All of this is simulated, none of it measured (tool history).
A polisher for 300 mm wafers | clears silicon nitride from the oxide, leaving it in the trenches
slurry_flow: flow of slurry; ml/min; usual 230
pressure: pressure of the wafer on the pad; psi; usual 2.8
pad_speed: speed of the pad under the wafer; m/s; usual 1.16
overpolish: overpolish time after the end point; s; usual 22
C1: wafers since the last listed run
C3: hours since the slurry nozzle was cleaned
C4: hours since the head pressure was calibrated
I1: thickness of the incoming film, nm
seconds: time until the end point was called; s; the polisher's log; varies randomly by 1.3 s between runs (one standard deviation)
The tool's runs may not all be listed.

Run 1, day 0: usual settings; C1 0; wafers polished on this pad 182; C3 10.4; C4 242.3; I1 74.6. Result: seconds 83.8 s.
Run 2, day 2.925: usual settings but slurry_flow 185 ml/min, pad_speed 1.08 m/s; C1 591; wafers polished on this pad 774; C3 80.6; C4 312.5; I1 75.1. Result: seconds 93.7 s.
Run 3, day 5.104: usual settings but slurry_flow 185 ml/min, pad_speed 1.08 m/s; C1 440; wafers polished on this pad 1215; C3 132.9; C4 364.8; I1 75.6. Result: seconds 92.7 s.
Run 4, day 7.05: usual settings but slurry_flow 185 ml/min, pad_speed 1.08 m/s; C1 393; wafers polished on this pad 1609; C3 179.6; C4 411.5; I1 75.7. Result: seconds 91.6 s.
Run 5, day 10.475: usual settings; C1 692; wafers polished on this pad 2301; C3 261.8; C4 493.7; I1 75.4. Result: seconds 84.6 s.
At day 11.779: worn pad replaced by a new one.
Run 6, day 13.425: usual settings; C1 563; wafers polished on this pad 332; C3 332.6; C4 564.5; I1 76.5. Result: seconds 83.1 s.
Run 7, day 15.638: usual settings but slurry_flow 265 ml/min, pad_speed 0.88 m/s; C1 447; wafers polished on this pad 780; C3 385.7; C4 617.6; I1 74.6. Result: seconds 106 s.
Run 8, day 18.092: usual settings; C1 496; wafers polished on this pad 1276; C3 444.6; C4 676.5; I1 75.1. Result: seconds 83.7 s.
Run 9, day 20.575: usual settings; C1 502; wafers polished on this pad 1779; C3 504.2; C4 736.1; I1 74.1. Result: seconds 81.1 s.
At day 21.962: slurry nozzle cleaned.
Run 10, day 23.588: usual settings; C1 600; wafers polished on this pad 2380; C3 39; C4 808.4; I1 75.3. Result: seconds 80.4 s.
At day 24.146: worn pad replaced by a new one.
Run 11, day 27.462: usual settings but slurry_flow 195 ml/min, pad_speed 1.34 m/s, overpolish 33 s; C1 750; wafers polished on this pad 670; C3 132; C4 901.4; I1 74.1. Result: seconds 73.7 s.
At day 30.004: head pressure recalibrated.
Run 12, day 30.888: usual settings but slurry_flow 155 ml/min, pad_speed 1.04 m/s, overpolish 35 s; C1 676; wafers polished on this pad 1346; C3 214.2; C4 21.2; I1 73.6. Result: seconds 96.2 s.
Run 13, day 34.075: usual settings but slurry_flow 165 ml/min, overpolish 17 s; C1 644; wafers polished on this pad 1991; C3 290.7; C4 97.7; I1 75.4. Result: seconds 85 s.
At day 35.746: worn pad replaced by a new one.
Run 14, day 37.233: usual settings but slurry_flow 185 ml/min, pad_speed 1.08 m/s; C1 605; wafers polished on this pad 301; C3 366.5; C4 173.5; I1 75.4. Result: seconds 91 s.
Run 15, day 40.421: usual settings but slurry_flow 155 ml/min, overpolish 30 s; C1 644; wafers polished on this pad 946; C3 443; C4 250; I1 74. Result: seconds 85.7 s.
Run 16, day 43.317: usual settings but slurry_flow 160 ml/min; C1 585; wafers polished on this pad 1531; C3 512.5; C4 319.5; I1 74.8. Result: seconds 87.3 s.
At day 43.733: slurry nozzle cleaned.
Run 17, day 46.858: usual settings but pressure 2.1 psi, overpolish 32 s; C1 708; wafers polished on this pad 2239; C3 75; C4 404.5; I1 74.5. Result: seconds 112.3 s.
At day 47.675: worn pad replaced by a new one.
Run 18, day 49.238: usual settings but pad_speed 1.56 m/s; C1 447; wafers polished on this pad 316; C3 132.1; C4 461.6; I1 75.5. Result: seconds 62.3 s.
Run 19, day 51.421: usual settings but slurry_flow 185 ml/min, pad_speed 1.08 m/s; C1 441; wafers polished on this pad 758; C3 184.5; C4 514; I1 75.6. Result: seconds 91 s.
Run 20, day 55.138: usual settings; C1 751; wafers polished on this pad 1510; C3 273.7; C4 603.2; I1 74.7. Result: seconds 81.1 s.
Run 21, day 57.075: usual settings but slurry_flow 295 ml/min, pressure 2.1 psi, overpolish 15 s; C1 391; wafers polished on this pad 1902; C3 320.2; C4 649.7; I1 75.3. Result: seconds 109.9 s.

Exercise: give the hidden state of the tool at every run:
removal rate lost through wear of the pad, %: 0 across all the runs
slurry flow missing at the pad, %: 0 across all the runs
deviation of the head's pressure from its setpoint, %: 0 across all the runs
